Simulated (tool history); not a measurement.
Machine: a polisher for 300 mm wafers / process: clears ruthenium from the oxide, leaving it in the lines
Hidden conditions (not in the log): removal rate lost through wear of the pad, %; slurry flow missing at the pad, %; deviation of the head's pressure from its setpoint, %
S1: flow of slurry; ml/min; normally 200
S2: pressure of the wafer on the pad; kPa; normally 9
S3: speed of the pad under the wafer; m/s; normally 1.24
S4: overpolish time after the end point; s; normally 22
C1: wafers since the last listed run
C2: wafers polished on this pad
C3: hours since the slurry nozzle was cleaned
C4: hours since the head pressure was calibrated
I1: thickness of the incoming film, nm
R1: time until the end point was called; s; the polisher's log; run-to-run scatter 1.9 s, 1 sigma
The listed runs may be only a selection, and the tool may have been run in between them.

| run | hour | S1 | S2 | S3 | S4 | C1 | C2 | C3 | C4 | I1 | R1 |
|---|---|---|---|---|---|---|---|---|---|---|---|
| 1 | 0 | 200 | 11 | 1.02 | 22 | 0 | 560 | 231.5 | 390.2 | 94.6 | 129.5 |
| 2 | 49.9 | 200 | 11 | 1.02 | 22 | 303 | 864 | 281.4 | 440.1 | 95.1 | 132.3 |
| 3 | 92.7 | 200 | 9 | 0.92 | 22 | 260 | 1124 | 324.2 | 482.9 | 96.2 | 188.7 |
|  | 110.2 | worn pad replaced by a new one |
| 4 | 126.9 | 200 | 9 | 0.92 | 22 | 183 | 101 | 358.4 | 517.1 | 94.2 | 181.4 |
| 5 | 178.4 | 200 | 9 | 0.92 | 22 | 313 | 415 | 409.9 | 568.6 | 93.4 | 182.4 |
| 6 | 209.3 | 200 | 9 | 1.24 | 22 | 187 | 602 | 440.8 | 599.5 | 94.6 | 139.1 |
| 7 | 233.7 | 200 | 9 | 1.24 | 22 | 148 | 751 | 465.2 | 623.9 | 95.9 | 141 |
| 8 | 282.6 | 200 | 6.2 | 1.24 | 22 | 297 | 1048 | 514.1 | 672.8 | 94.2 | 199.5 |
|  | 313.8 | worn pad replaced by a new one |
| 9 | 333.9 | 200 | 9 | 1.24 | 18 | 287 | 122 | 565.4 | 724.1 | 94.1 | 137.3 |
|  | 350.8 | slurry nozzle cleaned |
| 10 | 396 | 200 | 11 | 1.24 | 27 | 371 | 493 | 45.2 | 786.2 | 94.8 | 105.3 |
| 11 | 443.6 | 140 | 6.9 | 1.36 | 17 | 289 | 783 | 92.8 | 833.8 | 95.7 | 165 |
|  | 463.2 | head pressure recalibrated |
| 12 | 507.7 | 170 | 5.5 | 0.84 | 26 | 377 | 1160 | 156.9 | 44.5 | 95.2 | 323.7 |
|  | 530.3 | worn pad replaced by a new one |
| 13 | 569.2 | 140 | 6.9 | 1.36 | 17 | 349 | 236 | 218.4 | 106 | 93.3 | 170 |
| 14 | 632 | 150 | 9 | 1.08 | 32 | 381 | 618 | 281.2 | 168.8 | 93.6 | 160.7 |
| 15 | 679.5 | 200 | 11.7 | 1.62 | 11 | 288 | 907 | 328.7 | 216.3 | 93.6 | 78.7 |

The same runs without the tool's hidden state, with the same run-to-run variation:
| run | R1 |
|---|---|
| 1 | 120.9 |
| 2 | 122.3 |
| 3 | 173.1 |
| 4 | 165.5 |
| 5 | 165.2 |
| 6 | 125.5 |
| 7 | 126.8 |
| 8 | 178.7 |
| 9 | 122.4 |
| 10 | 103.6 |
| 11 | 158.1 |
| 12 | 306.6 |
| 13 | 155.9 |
| 14 | 145.8 |
| 15 | 72.6 |
